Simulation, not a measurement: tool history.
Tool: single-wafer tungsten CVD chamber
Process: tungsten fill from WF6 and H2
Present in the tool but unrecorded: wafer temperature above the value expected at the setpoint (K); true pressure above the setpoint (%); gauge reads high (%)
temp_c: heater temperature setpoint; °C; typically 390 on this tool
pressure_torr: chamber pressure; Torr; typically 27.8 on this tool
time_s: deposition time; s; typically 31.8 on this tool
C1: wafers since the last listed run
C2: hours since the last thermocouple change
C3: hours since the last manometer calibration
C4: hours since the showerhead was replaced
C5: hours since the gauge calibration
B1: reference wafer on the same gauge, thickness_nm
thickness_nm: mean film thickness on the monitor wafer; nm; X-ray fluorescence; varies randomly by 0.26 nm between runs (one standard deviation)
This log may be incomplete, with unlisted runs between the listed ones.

{"run": 1, "hour": 0.0, "temp_c": 390, "pressure_torr": 27.8, "time_s": 33.7, "C1": 0, "C2": 2436, "C3": 2597.9, "C4": 6731.3, "C5": 2134.8, "B1": 66.094, "thickness_nm": 70.341}
{"run": 2, "hour": 71.7, "temp_c": 390, "pressure_torr": 24.9, "time_s": 31.8, "C1": 2203, "C2": 2507.7, "C3": 2669.6, "C4": 6803, "C5": 2206.5, "B1": 66.126, "thickness_nm": 62.391}
{"hour": 121.9, "done": "thermocouple changed; heater temperature recalibrated"}
{"run": 3, "hour": 127.6, "temp_c": 390, "pressure_torr": 27.8, "time_s": 31.8, "C1": 1472, "C2": 5.7, "C3": 2725.5, "C4": 6858.9, "C5": 2262.4, "B1": 66.067, "thickness_nm": 65.415}
{"run": 4, "hour": 158.6, "temp_c": 390, "pressure_torr": 27.8, "time_s": 31.8, "C1": 952, "C2": 36.7, "C3": 2756.5, "C4": 6889.9, "C5": 2293.4, "B1": 66.046, "thickness_nm": 65.49}
{"run": 5, "hour": 183.3, "temp_c": 390, "pressure_torr": 27.8, "time_s": 28.6, "C1": 759, "C2": 61.4, "C3": 2781.2, "C4": 6914.6, "C5": 2318.1, "B1": 66.067, "thickness_nm": 58.792}
{"hour": 214.6, "done": "gauge calibrated"}
{"hour": 217.5, "done": "capacitance manometer re-zeroed and calibrated"}
{"run": 6, "hour": 246.7, "temp_c": 390, "pressure_torr": 27.8, "time_s": 31.8, "C1": 1702, "C2": 124.8, "C3": 29.2, "C4": 6978, "C5": 32.1, "B1": 66.16, "thickness_nm": 68.885}
{"run": 7, "hour": 308.0, "temp_c": 390, "pressure_torr": 27.8, "time_s": 31.8, "C1": 1883, "C2": 186.1, "C3": 90.5, "C4": 7039.3, "C5": 93.4, "B1": 66.075, "thickness_nm": 69.104}
{"run": 8, "hour": 344.8, "temp_c": 390, "pressure_torr": 27.8, "time_s": 31.8, "C1": 1130, "C2": 222.9, "C3": 127.3, "C4": 7076.1, "C5": 130.2, "B1": 66.116, "thickness_nm": 68.397}
{"run": 9, "hour": 406.3, "temp_c": 390, "pressure_torr": 27.8, "time_s": 31.8, "C1": 1889, "C2": 284.4, "C3": 188.8, "C4": 7137.6, "C5": 191.7, "B1": 66.016, "thickness_nm": 68.038}
{"run": 10, "hour": 451.8, "temp_c": 390, "pressure_torr": 27.8, "time_s": 31.8, "C1": 1398, "C2": 329.9, "C3": 234.3, "C4": 7183.1, "C5": 237.2, "B1": 66.09, "thickness_nm": 68.964}
{"run": 11, "hour": 502.3, "temp_c": 390, "pressure_torr": 27.8, "time_s": 31.8, "C1": 1551, "C2": 380.4, "C3": 284.8, "C4": 7233.6, "C5": 287.7, "B1": 66.053, "thickness_nm": 68.338}
{"hour": 516.1, "done": "showerhead replaced"}
{"run": 12, "hour": 529.6, "temp_c": 390, "pressure_torr": 27.8, "time_s": 31.8, "C1": 593, "C2": 407.7, "C3": 312.1, "C4": 13.5, "C5": 315, "B1": 66.058, "thickness_nm": 68.619}
{"run": 13, "hour": 563.3, "temp_c": 390, "pressure_torr": 27.8, "time_s": 31.8, "C1": 1035, "C2": 441.4, "C3": 345.8, "C4": 47.2, "C5": 348.7, "B1": 66.061, "thickness_nm": 68.478}
{"run": 14, "hour": 602.2, "temp_c": 390, "pressure_torr": 27.8, "time_s": 31.8, "C1": 1195, "C2": 480.3, "C3": 384.7, "C4": 86.1, "C5": 387.6, "B1": 65.96, "thickness_nm": 68.66}
{"run": 15, "hour": 646.7, "temp_c": 390, "pressure_torr": 27.8, "time_s": 31.8, "C1": 1367, "C2": 524.8, "C3": 429.2, "C4": 130.6, "C5": 432.1, "B1": 66.221, "thickness_nm": 68.771}
{"run": 16, "hour": 679.1, "temp_c": 397, "pressure_torr": 30.1, "time_s": 37.4, "C1": 995, "C2": 557.2, "C3": 461.6, "C4": 163, "C5": 464.5, "B1": 66.146, "thickness_nm": 93.87}
{"run": 17, "hour": 743.2, "temp_c": 390, "pressure_torr": 33.4, "time_s": 31.8, "C1": 1969, "C2": 621.3, "C3": 525.7, "C4": 227.1, "C5": 528.6, "B1": 66.093, "thickness_nm": 75.408}
{"run": 18, "hour": 813.8, "temp_c": 390, "pressure_torr": 30.9, "time_s": 29.7, "C1": 2169, "C2": 691.9, "C3": 596.3, "C4": 297.7, "C5": 599.2, "B1": 66.099, "thickness_nm": 67.351}
{"run": 19, "hour": 881.5, "temp_c": 380, "pressure_torr": 29.7, "time_s": 36.1, "C1": 2080, "C2": 759.6, "C3": 664, "C4": 365.4, "C5": 666.9, "B1": 66.18, "thickness_nm": 67.526}
{"run": 20, "hour": 928.7, "temp_c": 404, "pressure_torr": 27.8, "time_s": 36, "C1": 1450, "C2": 806.8, "C3": 711.2, "C4": 412.6, "C5": 714.1, "B1": 66.243, "thickness_nm": 97.268}
{"run": 21, "hour": 965.0, "temp_c": 381, "pressure_torr": 27.8, "time_s": 31.8, "C1": 1115, "C2": 843.1, "C3": 747.5, "C4": 448.9, "C5": 750.4, "B1": 66.108, "thickness_nm": 58.622}
{"run": 22, "hour": 1017.5, "temp_c": 375, "pressure_torr": 24.8, "time_s": 31.8, "C1": 1613, "C2": 895.6, "C3": 800, "C4": 501.4, "C5": 802.9, "B1": 66.075, "thickness_nm": 49.801}
{"run": 23, "hour": 1042.2, "temp_c": 390, "pressure_torr": 27.8, "time_s": 31.8, "C1": 759, "C2": 920.3, "C3": 824.7, "C4": 526.1, "C5": 827.6, "B1": 66.078, "thickness_nm": 68.564}
{"run": 24, "hour": 1073.0, "temp_c": 383, "pressure_torr": 27.8, "time_s": 31.8, "C1": 946, "C2": 951.1, "C3": 855.5, "C4": 556.9, "C5": 858.4, "B1": 66.066, "thickness_nm": 60.776}
{"run": 25, "hour": 1127.0, "temp_c": 378, "pressure_torr": 27.8, "time_s": 31.8, "C1": 1659, "C2": 1005.1, "C3": 909.5, "C4": 610.9, "C5": 912.4, "B1": 66.092, "thickness_nm": 55.314}
{"run": 26, "hour": 1183.9, "temp_c": 390, "pressure_torr": 27.8, "time_s": 36.8, "C1": 1748, "C2": 1062, "C3": 966.4, "C4": 667.8, "C5": 969.3, "B1": 66.112, "thickness_nm": 79.017}
{"run": 27, "hour": 1321.5, "temp_c": 398, "pressure_torr": 27.8, "time_s": 37.9, "C1": 4228, "C2": 1199.6, "C3": 1104, "C4": 805.4, "C5": 1106.9, "B1": 66.121, "thickness_nm": 92.457}
{"run": 28, "hour": 1366.9, "temp_c": 383, "pressure_torr": 31.1, "time_s": 29.2, "C1": 1395, "C2": 1245, "C3": 1149.4, "C4": 850.8, "C5": 1152.3, "B1": 66.023, "thickness_nm": 58.812}
{"run": 29, "hour": 1401.8, "temp_c": 390, "pressure_torr": 27.8, "time_s": 31.8, "C1": 1072, "C2": 1279.9, "C3": 1184.3, "C4": 885.7, "C5": 1187.2, "B1": 66.034, "thickness_nm": 68.238}
{"run": 30, "hour": 1441.1, "temp_c": 401, "pressure_torr": 27.8, "time_s": 31.8, "C1": 1207, "C2": 1319.2, "C3": 1223.6, "C4": 925, "C5": 1226.5, "B1": 66.031, "thickness_nm": 82.241}
{"run": 31, "hour": 1485.7, "temp_c": 378, "pressure_torr": 25.7, "time_s": 29.3, "C1": 1370, "C2": 1363.8, "C3": 1268.2, "C4": 969.6, "C5": 1271.1, "B1": 66.167, "thickness_nm": 48.479}
{"run": 32, "hour": 1512.5, "temp_c": 390, "pressure_torr": 27.8, "time_s": 31.8, "C1": 823, "C2": 1390.6, "C3": 1295, "C4": 996.4, "C5": 1297.9, "B1": 65.921, "thickness_nm": 67.959}
{"run": 33, "hour": 1537.8, "temp_c": 390, "pressure_torr": 25.9, "time_s": 31.8, "C1": 777, "C2": 1415.9, "C3": 1320.3, "C4": 1021.7, "C5": 1323.2, "B1": 66.271, "thickness_nm": 65.877}
{"run": 34, "hour": 1603.4, "temp_c": 375, "pressure_torr": 24.2, "time_s": 28.5, "C1": 2015, "C2": 1481.5, "C3": 1385.9, "C4": 1087.3, "C5": 1388.8, "B1": 66.083, "thickness_nm": 43.841}

Consider 4 possible next runs. They are alternatives, not a sequence: every one starts from the tool as it was left by run 34. What does each give?
{"run": "A", "hour": 1603.8, "temp_c": 390, "pressure_torr": 34.4, "time_s": 31.8, "C1": 12, "C2": 1481.9, "C3": 1386.3, "C4": 1087.7, "C5": 1389.2, "B1": "?", "thickness_nm": "?"}
{"run": "B", "hour": 1603.8, "temp_c": 383, "pressure_torr": 22.3, "time_s": 31.8, "C1": 12, "C2": 1481.9, "C3": 1386.3, "C4": 1087.7, "C5": 1389.2, "B1": "?", "thickness_nm": "?"}
{"run": "C", "hour": 1603.8, "temp_c": 399, "pressure_torr": 32.5, "time_s": 31.8, "C1": 12, "C2": 1481.9, "C3": 1386.3, "C4": 1087.7, "C5": 1389.2, "B1": "?", "thickness_nm": "?"}
{"run": "D", "hour": 1603.8, "temp_c": 390, "pressure_torr": 29.9, "time_s": 28.3, "C1": 12, "C2": 1481.9, "C3": 1386.3, "C4": 1087.7, "C5": 1389.2, "B1": "?", "thickness_nm": "?"}

run=A B1=66.084 thickness_nm=75.046
run=B B1=66.084 thickness_nm=53.542
run=C B1=66.084 thickness_nm=84.761
run=D B1=66.084 thickness_nm=62.318
The same runs, with their run-to-run variation unchanged, on a tool lacking any hidden condition would have given:
run=A thickness_nm=76.058
run=B thickness_nm=54.283
run=C thickness_nm=85.904
run=D thickness_nm=63.17
